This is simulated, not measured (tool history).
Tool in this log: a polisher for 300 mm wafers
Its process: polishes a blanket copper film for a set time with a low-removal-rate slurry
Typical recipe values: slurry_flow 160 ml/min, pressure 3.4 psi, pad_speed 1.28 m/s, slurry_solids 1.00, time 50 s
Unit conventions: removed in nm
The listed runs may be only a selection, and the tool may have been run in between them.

run,hour,slurry_flow,pressure,pad_speed,slurry_solids,time,"incoming thickness of the incoming film, nm",removed
1,0.0,160,3.4,1.28,1.00,45,1227.9,214.5
# hour 22.6: slurry blender recalibrated
2,51.8,160,3.4,1.28,1.00,45,1232.6,213.1
3,114.8,160,3.4,1.28,1.00,45,1220.0,215.2
4,140.0,160,3.4,1.28,1.00,50,1222.5,238.7
# hour 148.9: worn pad replaced by a new one
5,205.4,160,3.4,1.28,1.00,50,1211.6,237.8
6,252.6,160,3.4,1.28,1.00,50,1240.2,236.6
7,277.8,160,3.4,1.28,1.00,50,1201.9,240.8
# hour 304.3: head pressure recalibrated
8,327.9,160,3.4,1.28,1.00,50,1204.1,233.1
9,399.2,160,3.4,1.28,1.00,50,1224.0,237.1
# hour 411.2: worn pad replaced by a new one
# hour 419.8: slurry blender recalibrated
10,442.5,160,3.4,1.28,1.00,50,1214.2,234.1
11,637.2,160,3.4,1.28,1.00,50,1221.9,229.9
# hour 661.6: worn pad replaced by a new one
12,675.4,160,3.4,0.94,1.10,59,1218.7,221.7
13,742.4,200,3.4,1.28,1.20,38,1225.5,184.3

The next listed run, before its measurement:
14,782.4,160,2.3,1.28,0.85,62,1208.1,?

removed: 195.3 nm
On a tool with no hidden condition, and with the same random variation, this run would have come out at removed 207.7 nm.
